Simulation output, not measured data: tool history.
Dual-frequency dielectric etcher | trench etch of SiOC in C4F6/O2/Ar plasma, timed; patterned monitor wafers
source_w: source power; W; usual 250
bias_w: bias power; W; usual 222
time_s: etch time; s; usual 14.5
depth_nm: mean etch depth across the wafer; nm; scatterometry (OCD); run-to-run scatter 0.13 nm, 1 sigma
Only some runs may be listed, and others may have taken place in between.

run,hour,source_w,bias_w,time_s,"read-back reference wafer on the same gauge, depth_nm",depth_nm
1,0.0,250,252,14.5,28.51,29.01
2,34.9,250,252,14.5,28.54,29.49
3,60.5,250,252,14.5,28.47,29.18
# hour 100.7: wet clean of the chamber
4,101.2,250,222,14.5,28.54,28.17
5,113.0,250,222,14.5,28.49,28.06
6,135.3,250,222,14.5,28.45,28.41
7,150.0,250,182,14.5,28.56,25.58
8,183.0,250,182,14.5,28.45,25.83
# hour 202.7: gauge calibrated
9,215.7,250,182,14.5,28.52,26.06
# hour 253.6: wet clean of the chamber, repeated, since the last time left the tool worse
10,254.1,250,222,14.5,28.57,26.81
# hour 282.5: upper electrode replaced
11,346.5,250,222,14.5,28.49,27.10
12,367.9,300,263,14.5,28.49,31.73
13,391.6,250,222,14.5,28.53,27.02
# hour 407.9: bias power generator calibrated
14,414.7,200,188,18.0,28.47,28.29
15,442.2,300,182,14.5,28.47,26.81
16,476.7,190,177,14.5,28.49,21.66
# hour 510.4: source power generator calibrated
17,510.9,200,192,16.0,28.48,25.63
18,538.0,200,270,11.0,28.43,20.70
19,569.6,230,222,14.5,28.46,26.27
20,603.4,210,264,17.0,28.52,32.35
21,637.1,290,222,19.0,28.48,38.07
22,649.3,250,222,14.5,28.48,27.40
# hour 674.6: wet clean of the chamber
23,675.1,250,222,14.5,28.51,26.67

Predict each of these 5 candidate next runs independently; none follows another, all start after run 23:
A,675.5,210,222,14.5,?,?
B,675.5,290,242,14.5,?,?
C,675.5,250,187,17.0,?,?
D,675.5,230,190,14.5,?,?
E,675.5,250,239,14.5,?,?

run,"read-back reference wafer on the same gauge, depth_nm",depth_nm
A,28.55,24.88
B,28.55,29.56
C,28.55,28.91
D,28.55,24.00
E,28.55,27.67
With no hidden state in the tool, these same runs would have given:
run,depth_nm
A,24.90
B,29.58
C,28.93
D,24.01
E,27.69
